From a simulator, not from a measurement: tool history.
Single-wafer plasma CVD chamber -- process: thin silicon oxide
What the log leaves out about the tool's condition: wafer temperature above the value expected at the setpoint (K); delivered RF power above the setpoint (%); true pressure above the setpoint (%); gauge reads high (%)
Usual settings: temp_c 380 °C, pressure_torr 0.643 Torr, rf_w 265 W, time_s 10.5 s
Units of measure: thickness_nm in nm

run,hour,temp_c,pressure_torr,rf_w,time_s,wafers since the last listed run,hours since the last thermocouple change,hours since the last RF generator calibration,hours since the last manometer calibration,hours since the showerhead was replaced,hours since the gauge calibration,"read-back reference wafer on the same gauge, thickness_nm",thickness_nm
1,0,369,0.643,230,10.5,0,1156,745.1,1129.8,4927.3,353.7,12.499,13.024
2,74.7,369,0.643,230,10.5,2160,1230.7,819.8,1204.5,5002,428.4,12.498,13.002
3,111,380,0.643,265,10.5,1049,1267,856.1,1240.8,5038.3,464.7,12.497,13.399
4,214.2,380,0.643,265,10.5,2985,1370.2,959.3,1344,5141.5,567.9,12.503,13.45
5,251.7,380,0.643,265,10.5,1084,1407.7,996.8,1381.5,5179,605.4,12.492,13.373
6,344.7,380,0.643,265,10.5,2690,1500.7,1089.8,1474.5,5272,698.4,12.509,13.443
7,384.9,380,0.643,265,10.5,1162,1540.9,1130,1514.7,5312.2,738.6,12.507,13.463
8,456.3,380,0.643,265,10.5,2065,1612.3,1201.4,1586.1,5383.6,810,12.487,13.414
9,518.3,380,0.643,265,11.5,1793,1674.3,1263.4,1648.1,5445.6,872,12.514,14.71
10,620,390,0.643,265,11.4,2941,1776,1365.1,1749.8,5547.3,973.7,12.502,14.439
# hour 661.3: thermocouple changed; heater temperature recalibrated
11,674.3,390,0.643,265,11.4,1339,13,1419.4,1804.1,5601.6,1028,12.504,14.487
# hour 685.9: capacitance manometer re-zeroed and calibrated
12,771.9,380,0.643,265,10.1,2591,110.6,1517,86,5699.2,1125.6,12.52,12.68
13,848.8,389,0.643,225,10.5,2224,187.5,1593.9,162.9,5776.1,1202.5,12.512,12.542
14,953.4,373,0.572,310,9,3025,292.1,1698.5,267.5,5880.7,1307.1,12.505,10.712
15,992.1,389,0.643,225,10.5,1119,330.8,1737.2,306.2,5919.4,1345.8,12.519,12.557
16,1083.2,380,0.574,265,11.9,2635,421.9,1828.3,397.3,6010.5,1436.9,12.508,13.623
17,1167.7,380,0.574,265,11.9,2444,506.4,1912.8,481.8,6095,1521.4,12.506,13.55
18,1213.7,380,0.643,265,12.1,1330,552.4,1958.8,527.8,6141,1567.4,12.52,15.203
# hour 1240.1: RF generator calibrated
# hour 1245.9: gauge calibrated
# hour 1310: showerhead replaced
19,1310.3,393,0.643,265,11.5,2331,649,70.2,624.4,0.3,64.4,12.494,14.68
20,1377.6,380,0.536,315,8.5,1946,716.3,137.5,691.7,67.6,131.7,12.494,9.781
21,1445.1,380,0.643,265,10.5,1952,783.8,205,759.2,135.1,199.2,12.504,13.41
22,1532.3,371,0.643,265,11.8,2522,871,292.2,846.4,222.3,286.4,12.501,15.211
23,1609.4,380,0.643,265,10.5,2230,948.1,369.3,923.5,299.4,363.5,12.494,13.433
24,1700.6,376,0.556,220,11.3,2637,1039.3,460.5,1014.7,390.6,454.7,12.488,12.226
25,1776.9,380,0.643,265,10.5,2206,1115.6,536.8,1091,466.9,531,12.48,13.396
26,1849.7,380,0.58,215,10.5,2105,1188.4,609.6,1163.8,539.7,603.8,12.499,11.656
27,1920.9,375,0.553,315,12.5,2059,1259.6,680.8,1235,610.9,675,12.497,14.744

Alternative continuations, all from the tool just after run 27; predict every row:
A,1921.3,380,0.643,265,10.5,11,1260,681.2,1235.4,611.3,675.4,?,?
B,1921.3,373,0.754,265,9.1,11,1260,681.2,1235.4,611.3,675.4,?,?
C,1921.3,386,0.643,265,10.5,11,1260,681.2,1235.4,611.3,675.4,?,?

run,"read-back reference wafer on the same gauge, thickness_nm",thickness_nm
A,12.491,13.378
B,12.491,13.336
C,12.491,13.317
Had the tool no hidden state, the same runs would have come out as:
run,thickness_nm
A,13.398
B,13.363
C,13.337

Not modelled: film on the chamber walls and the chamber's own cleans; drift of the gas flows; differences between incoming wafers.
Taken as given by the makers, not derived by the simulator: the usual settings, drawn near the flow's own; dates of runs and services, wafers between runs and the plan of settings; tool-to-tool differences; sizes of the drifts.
